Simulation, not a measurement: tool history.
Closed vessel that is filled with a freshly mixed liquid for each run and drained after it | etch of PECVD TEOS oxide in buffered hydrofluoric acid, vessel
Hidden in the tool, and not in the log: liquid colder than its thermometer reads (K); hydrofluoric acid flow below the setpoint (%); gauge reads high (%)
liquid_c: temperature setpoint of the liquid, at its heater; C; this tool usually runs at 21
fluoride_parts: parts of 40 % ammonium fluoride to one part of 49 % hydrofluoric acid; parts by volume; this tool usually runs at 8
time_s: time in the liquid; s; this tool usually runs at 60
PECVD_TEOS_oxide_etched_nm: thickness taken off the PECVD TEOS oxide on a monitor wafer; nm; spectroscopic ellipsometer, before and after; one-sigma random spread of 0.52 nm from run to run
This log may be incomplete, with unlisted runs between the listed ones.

run	day	liquid_c	fluoride_parts	time_s	wafers since the last listed run	hours since the thermometer was replaced	hours since the hydrofluoric acid flow meter was replaced	hours since the gauge calibration	read-back film thickness of the PECVD TEOS oxide reference wafer, read on the same gauge (nm)	PECVD_TEOS_oxide_etched_nm
1	0	21	8	35	0	1750.8	336.9	931.9	62.87	53.2
# day 1.321: gauge calibrated
2	1.342	21	8	35	2958	1783	369.1	0.5	60.01	51
3	8.358	21	8	60	15470	1951.4	537.5	168.9	60.44	86.66
4	16.238	21	8	60	17372	2140.5	726.6	358	60.86	88.82
5	19.042	21	8	60	6182	2207.8	793.9	425.3	61.02	88.79
# day 19.9: hydrofluoric acid flow meter replaced
6	25.142	21	8	60	13357	2354.2	125.8	571.7	61.41	88.18
7	26.858	21	8	60	3784	2395.4	167	612.9	61.47	90.33
8	29.383	21	8	60	5567	2456	227.6	673.5	61.62	89.09
9	30.625	23	8	60	2737	2485.8	257.4	703.3	61.69	100.34
10	31.862	23	8	60	2728	2515.5	287.1	733	61.79	100.98
11	34.446	23	8	60	5695	2577.5	349.1	795	61.96	101.01
12	35.946	21	8	60	3307	2613.5	385.1	831	61.96	90.38
13	38.154	21	6.5	60	4868	2666.5	438.1	884	62.14	112.24
14	40.742	21	6.5	60	5704	2728.6	500.2	946.1	62.25	111.95
15	41.988	21	6.5	60	2746	2758.5	530.1	976	62.38	112.42
16	43.525	21	8	60	3389	2795.4	567	1012.9	62.44	92.25
# day 44.662: gauge calibrated
17	45	25	10	75	3252	2830.8	602.4	8.1	60.3	111.53
18	46.608	21	8	60	3546	2869.4	641	46.7	60.37	88.47
# day 48.283: hydrofluoric acid flow meter replaced
19	49.129	17	10	30	5466	2929.9	20.3	107.2	60.53	29
# day 49.717: thermometer replaced
20	51.629	21	8	60	5420	45.9	80.3	167.2	60.63	88.4
21	54	21	10.5	80	5227	102.8	137.2	224.1	60.82	93.12
22	55.488	21	8	60	3279	138.5	172.9	259.8	60.9	89.23
23	57.85	21	8	60	5208	195.2	229.6	316.5	61.08	88.83
24	60.171	25.5	5.5	35	5116	250.9	285.3	372.2	61.13	94.68
25	61.85	21	8	60	3702	291.2	325.6	412.5	61.27	90.26
26	64.233	21	10.5	80	5254	348.4	382.8	469.7	61.39	94.05
27	65.254	25	7	95	2250	372.9	407.3	494.2	61.43	203.68
28	66.712	23	9.5	40	3215	407.9	442.3	529.2	61.53	56.54
29	69.712	24.5	8	95	6614	479.9	514.3	601.2	61.71	173.65
30	71.625	21	5	45	4216	525.8	560.2	647.1	61.85	103.47
31	73.683	18.5	8	60	4538	575.2	609.6	696.5	61.95	78.24
32	76.538	21	8	60	6292	643.7	678.1	765	62.09	90.71
33	78.488	21	10.5	30	4299	690.5	724.9	811.8	62.26	35.87

Run-by-run hidden state of the tool:
liquid colder than its thermometer reads (K): 0 at every run
hydrofluoric acid flow below the setpoint (%): 0 at every run
H1: gauge reads high (%)
run	H1
1	4.77
2	0.0283
3	0.702
4	1.46
5	1.73
6	2.31
7	2.48
8	2.72
9	2.84
10	2.96
11	3.21
12	3.35
13	3.56
14	3.81
15	3.93
16	4.08
17	0.492
18	0.647
19	0.889
20	1.13
21	1.36
22	1.5
23	1.73
24	1.95
25	2.11
26	2.34
27	2.44
28	2.58
29	2.86
30	3.05
31	3.25
32	3.52
33	3.71

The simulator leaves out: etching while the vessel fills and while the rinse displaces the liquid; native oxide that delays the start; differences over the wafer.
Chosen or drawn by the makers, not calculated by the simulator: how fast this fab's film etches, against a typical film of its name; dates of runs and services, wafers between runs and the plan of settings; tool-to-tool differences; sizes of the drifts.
